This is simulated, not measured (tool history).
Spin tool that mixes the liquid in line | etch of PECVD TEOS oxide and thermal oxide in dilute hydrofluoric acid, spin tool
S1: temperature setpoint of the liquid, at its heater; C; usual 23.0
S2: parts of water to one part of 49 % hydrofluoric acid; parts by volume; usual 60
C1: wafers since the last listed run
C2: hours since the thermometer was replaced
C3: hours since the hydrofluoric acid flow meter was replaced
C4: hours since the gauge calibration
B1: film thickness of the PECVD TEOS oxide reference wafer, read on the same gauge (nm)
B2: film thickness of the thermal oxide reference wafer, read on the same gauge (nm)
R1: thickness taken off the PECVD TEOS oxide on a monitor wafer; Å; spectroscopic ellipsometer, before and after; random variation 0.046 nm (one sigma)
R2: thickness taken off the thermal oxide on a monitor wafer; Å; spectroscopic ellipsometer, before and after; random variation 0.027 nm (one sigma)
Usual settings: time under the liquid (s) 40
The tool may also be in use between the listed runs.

Run 1, hour 0.0: usual settings; C1 0; C2 1933.8; C3 2264.5; C4 388.4; B1 99.99; B2 99.994. Result: R1 124.0 Å, R2 27.79 Å.
Run 2, hour 18.8: usual settings; C1 371; C2 1952.6; C3 2283.3; C4 407.2; B1 100.00; B2 99.991. Result: R1 124.2 Å, R2 27.46 Å.
Run 3, hour 38.7: usual settings but S1 19.5 C; C1 393; C2 1972.5; C3 2303.2; C4 427.1; B1 100.00; B2 99.950. Result: R1 107.7 Å, R2 23.51 Å.
Run 4, hour 67.1: usual settings but S1 19.5 C; C1 561; C2 2000.9; C3 2331.6; C4 455.5; B1 100.02; B2 100.029. Result: R1 107.5 Å, R2 23.73 Å.
Run 5, hour 99.3: usual settings; C1 636; C2 2033.1; C3 2363.8; C4 487.7; B1 100.01; B2 99.957. Result: R1 124.0 Å, R2 27.48 Å.
At hour 167.7: hydrofluoric acid flow meter replaced.
At hour 173.7: thermometer replaced.
Run 6, hour 192.9: usual settings; C1 1811; C2 19.2; C3 25.2; C4 581.3; B1 99.99; B2 100.012. Result: R1 139.0 Å, R2 30.49 Å.
Run 7, hour 215.9: usual settings; C1 454; C2 42.2; C3 48.2; C4 604.3; B1 99.99; B2 100.031. Result: R1 139.1 Å, R2 31.12 Å.
Run 8, hour 245.6: usual settings; C1 587; C2 71.9; C3 77.9; C4 634.0; B1 100.01; B2 99.987. Result: R1 138.5 Å, R2 30.82 Å.
Run 9, hour 258.0: usual settings; C1 245; C2 84.3; C3 90.3; C4 646.4; B1 100.01; B2 99.995. Result: R1 138.8 Å, R2 30.90 Å.
Run 10, hour 276.2: usual settings; C1 359; C2 102.5; C3 108.5; C4 664.6; B1 100.00; B2 99.973. Result: R1 139.0 Å, R2 30.82 Å.
Run 11, hour 308.1: usual settings but S2 35 parts by volume; C1 630; C2 134.4; C3 140.4; C4 696.5; B1 100.00; B2 100.021. Result: R1 246.7 Å, R2 53.81 Å.
Run 12, hour 343.9: usual settings; C1 707; C2 170.2; C3 176.2; C4 732.3; B1 100.00; B2 100.033. Result: R1 138.0 Å, R2 30.84 Å.
At hour 348.6: gauge calibrated.
Run 13, hour 378.0: usual settings but S1 27.5 C, S2 75 parts by volume, time under the liquid (s) 25; C1 674; C2 204.3; C3 210.3; C4 29.4; B1 100.00; B2 100.012. Result: R1 81.1 Å, R2 18.01 Å.
Run 14, hour 402.9: usual settings but S2 80 parts by volume, time under the liquid (s) 60; C1 492; C2 229.2; C3 235.2; C4 54.3; B1 99.98; B2 99.994. Result: R1 152.0 Å, R2 33.26 Å.
Run 15, hour 430.4: usual settings; C1 543; C2 256.7; C3 262.7; C4 81.8; B1 99.98; B2 100.007. Result: R1 137.6 Å, R2 30.53 Å.
Run 16, hour 463.5: usual settings; C1 654; C2 289.8; C3 295.8; C4 114.9; B1 100.02; B2 100.014. Result: R1 137.4 Å, R2 30.71 Å.
Run 17, hour 491.6: usual settings; C1 555; C2 317.9; C3 323.9; C4 143.0; B1 100.00; B2 99.991. Result: R1 137.4 Å, R2 30.59 Å.
Run 18, hour 504.8: usual settings but time under the liquid (s) 60; C1 261; C2 331.1; C3 337.1; C4 156.2; B1 100.02; B2 99.995. Result: R1 206.1 Å, R2 46.24 Å.
Run 19, hour 518.2: usual settings but S2 40 parts by volume; C1 265; C2 344.5; C3 350.5; C4 169.6; B1 100.01; B2 100.002. Result: R1 212.1 Å, R2 46.01 Å.
Run 20, hour 536.7: usual settings but S1 19.0 C, S2 80 parts by volume, time under the liquid (s) 30; C1 365; C2 363.0; C3 369.0; C4 188.1; B1 99.99; B2 100.024. Result: R1 63.6 Å, R2 14.01 Å.
Run 21, hour 558.1: usual settings but S1 20.5 C, S2 75 parts by volume; C1 423; C2 384.4; C3 390.4; C4 209.5; B1 99.99; B2 99.990. Result: R1 96.7 Å, R2 21.41 Å.
Run 22, hour 571.4: usual settings but S2 70 parts by volume; C1 263; C2 397.7; C3 403.7; C4 222.8; B1 99.97; B2 100.015. Result: R1 115.3 Å, R2 25.45 Å.
Run 23, hour 594.7: usual settings but S1 27.0 C, S2 30 parts by volume, time under the liquid (s) 30; C1 460; C2 421.0; C3 427.0; C4 246.1; B1 100.01; B2 100.003. Result: R1 253.3 Å, R2 56.02 Å.
Run 24, hour 642.9: usual settings but S1 20.0 C, S2 30 parts by volume, time under the liquid (s) 65; C1 953; C2 469.2; C3 475.2; C4 294.3; B1 100.00; B2 100.036. Result: R1 405.4 Å, R2 90.05 Å.
Run 25, hour 668.2: usual settings; C1 500; C2 494.5; C3 500.5; C4 319.6; B1 100.00; B2 100.018. Result: R1 136.5 Å, R2 30.50 Å.
Run 26, hour 687.0: usual settings but S1 24.5 C, S2 75 parts by volume, time under the liquid (s) 30; C1 371; C2 513.3; C3 519.3; C4 338.4; B1 99.99; B2 100.009. Result: R1 85.0 Å, R2 18.84 Å.

What the log doesn't show, run by run:
liquid colder than its thermometer reads (K): 0 in every run
gauge reads high (%): 0 in every run
H1: hydrofluoric acid flow below the setpoint (%)
run     H1
  1   10.1
  2   10.2
  3   10.3
  4   10.4
  5   10.5
  6  0.214
  7  0.308
  8  0.429
  9  0.479
 10  0.553
 11  0.683
 12  0.829
 13  0.968
 14   1.07
 15   1.18
 16   1.32
 17   1.43
 18   1.48
 19   1.54
 20   1.61
 21    1.7
 22   1.75
 23   1.85
 24   2.05
 25   2.15
 26   2.23

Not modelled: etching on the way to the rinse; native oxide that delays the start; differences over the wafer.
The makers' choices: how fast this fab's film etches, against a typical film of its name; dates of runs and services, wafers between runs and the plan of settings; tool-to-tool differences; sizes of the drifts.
